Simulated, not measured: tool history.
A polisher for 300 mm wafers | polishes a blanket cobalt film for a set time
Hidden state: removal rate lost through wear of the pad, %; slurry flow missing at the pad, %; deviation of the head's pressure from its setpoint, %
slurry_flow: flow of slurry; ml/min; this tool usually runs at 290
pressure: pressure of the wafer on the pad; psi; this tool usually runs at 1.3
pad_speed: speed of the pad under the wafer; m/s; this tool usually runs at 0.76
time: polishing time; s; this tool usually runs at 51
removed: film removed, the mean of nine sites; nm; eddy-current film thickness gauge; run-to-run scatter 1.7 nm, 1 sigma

run    hour  slurry_flow  pressure  pad_speed  time  wafers since the last listed run  wafers polished on this pad  hours since the slurry nozzle was cleaned  hours since the head pressure was calibrated  incoming thickness of the incoming film, nm  removed
  1     0.0          290       1.3       0.76    51                                 0                          383                                      297.0                                         396.7                                        689.8    112.9
  2    53.2          290       1.3       0.76    51                               411                          794                                      350.2                                         449.9                                        699.7    113.3
  3    95.2          290       1.0       0.76    64                               324                         1118                                      392.2                                         491.9                                        697.3    109.1
      109.4  -- slurry nozzle cleaned
  4   146.3          290       1.0       0.76    64                               387                         1505                                       36.9                                         543.0                                        703.8    117.0
  5   211.2          290       1.0       0.76    64                               501                         2007                                      101.8                                         607.9                                        701.5    120.9
  6   282.4          325       1.3       0.76    51                               550                         2557                                      173.0                                         679.1                                        707.4    117.5
      308.7  -- worn pad replaced by a new one
  7   349.1          290       1.3       0.76    51                               484                          312                                      239.7                                         745.8                                        697.6    113.6
  8   373.6          290       1.3       0.76    51                               189                          501                                      264.2                                         770.3                                        705.5    112.6
  9   404.7          290       1.3       0.76    51                               240                          742                                      295.3                                         801.4                                        697.2    110.3
 10   440.2          290       1.3       0.76    51                               274                         1016                                      330.8                                         836.9                                        702.7    112.2
 11   469.2          290       1.3       0.76    51                               224                         1240                                      359.8                                         865.9                                        700.7    111.8
      497.7  -- slurry nozzle cleaned
 12   534.2          290       1.3       0.76    51                               494                         1734                                       36.5                                         930.9                                        710.8    117.2
 13   585.2          290       1.3       0.76    51                               394                         2128                                       87.5                                         981.9                                        701.3    118.8
      612.1  -- head pressure recalibrated
      617.3  -- worn pad replaced by a new one, of another model than before
 14   626.7          290       1.3       0.76    51                               274                           72                                      129.0                                          14.6                                        697.8    118.8
 15   666.6          290       1.3       0.76    51                               308                          380                                      168.9                                          54.5                                        711.8    119.9
 16   718.6          290       1.3       0.76    51                               401                          782                                      220.9                                         106.5                                        692.5    114.4
 17   754.3          290       1.3       0.76    51                               275                         1058                                      256.6                                         142.2                                        704.7    116.6
 18   794.1          290       1.3       0.76    51                               307                         1365                                      296.4                                         182.0                                        697.5    113.9
 19   821.1          205       1.6       0.76    46                               208                         1574                                      323.4                                         209.0                                        703.3    114.8
      840.8  -- slurry nozzle cleaned
 20   845.8          290       1.3       0.76    58                               183                         1757                                        5.0                                         233.7                                        711.4    131.6
 21   881.3          335       1.3       0.76    51                               274                         2031                                       40.5                                         269.2                                        707.1    121.5
 22   927.8          235       1.3       0.84    51                               359                         2391                                       87.0                                         315.7                                        692.4    122.6
 23   967.3          290       1.5       0.76    51                               305                         2696                                      126.5                                         355.2                                        702.9    125.8
      976.3  -- worn pad replaced by a new one
 24  1001.1          290       1.3       0.76    51                               230                          191                                      160.3                                         389.0                                        701.3    115.2
 25  1059.5          290       1.1       1.00    51                               451                          642                                      218.7                                         447.4                                        684.0    128.5
 26  1120.1          360       1.1       0.98    62                               468                         1111                                      279.3                                         508.0                                        693.7    154.4
 27  1163.8          215       0.9       0.68    68                               337                         1448                                      323.0                                         551.7                                        703.6    117.5
 28  1221.5          290       1.6       0.76    51                               445                         1894                                      380.7                                         609.4                                        711.9    130.9
     1225.0  -- slurry nozzle cleaned
 29  1263.6          230       0.9       0.76    51                               317                         2211                                       38.6                                         651.5                                        687.7     97.4
     1284.6  -- worn pad replaced by a new one
 30  1301.5          290       1.3       0.76    51                               261                          130                                       76.5                                         689.4                                        698.2    118.8
 31  1336.0          290       1.1       0.90    56                               266                          396                                      111.0                                         723.9                                        703.8    132.8
     1467.2  -- head pressure recalibrated
 32  1491.9          205       0.9       1.00    37                              1188                         1585                                      266.9                                          24.7                                        703.9     83.5
 33  1534.4          355       1.3       0.76    66                               328                         1914                                      309.4                                          67.2                                        705.6    148.6
     1553.4  -- slurry nozzle cleaned
     1591.8  -- worn pad replaced by a new one
 34  1592.3          290       1.3       0.88    42                               408                            4                                       38.9                                         125.1                                        697.6    106.8
 35  1656.0          290       1.3       0.52    51                               492                          496                                      102.6                                         188.8                                        707.9     95.8

Take each entry between the runs: how does the hidden state at the last listed run before it differ from the hidden state at the first listed run after it?
Run 3 -> run 4: slurry nozzle cleaned (hour 109.4)
  slurry flow missing at the pad, %: 48.3 -> 2.72
  difference, measured minus the result without the unlogged condition, removed: -9.2 -> -0.3 nm
Run 6 -> run 7: worn pad replaced by a new one (hour 308.7)
  slurry flow missing at the pad, %: 10.6 -> 18.3
  difference, measured minus the result without the unlogged condition, removed: -1.1 -> -2.3 nm
Run 11 -> run 12: slurry nozzle cleaned (hour 497.7)
  slurry flow missing at the pad, %: 38.3 -> 2.91
  difference, measured minus the result without the unlogged condition, removed: -6.2 -> -0.4 nm
Run 13 -> run 14: head pressure recalibrated (hour 612.1); worn pad replaced by a new one, of another model than before (hour 617.3)
  slurry flow missing at the pad, %: 4.67 -> 7.16
  difference, measured minus the result without the unlogged condition, removed: -0.5 -> -0.4 nm
Run 19 -> run 20: slurry nozzle cleaned (hour 840.8)
  slurry flow missing at the pad, %: 31.6 -> 0.403
  difference, measured minus the result without the unlogged condition, removed: -2.6 -> -0.1 nm
Run 23 -> run 24: worn pad replaced by a new one (hour 976.3)
  slurry flow missing at the pad, %: 4.84 -> 7.53
  difference, measured minus the result without the unlogged condition, removed: -0.3 -> -0.5 nm
Run 28 -> run 29: slurry nozzle cleaned (hour 1225.0)
  slurry flow missing at the pad, %: 40.6 -> 2.72
  difference, measured minus the result without the unlogged condition, removed: -3.4 -> -0.2 nm
Run 29 -> run 30: worn pad replaced by a new one (hour 1284.6)
  slurry flow missing at the pad, %: 2.72 -> 3.93
  difference, measured minus the result without the unlogged condition, removed: -0.2 -> -0.2 nm
Run 31 -> run 32: head pressure recalibrated (hour 1467.2)
  slurry flow missing at the pad, %: 5.72 -> 22.1
  difference, measured minus the result without the unlogged condition, removed: -0.4 -> -1.2 nm
Run 33 -> run 34: slurry nozzle cleaned (hour 1553.4); worn pad replaced by a new one (hour 1591.8)
  slurry flow missing at the pad, %: 28.9 -> 2.85
  difference, measured minus the result without the unlogged condition, removed: -2.3 -> -0.2 nm
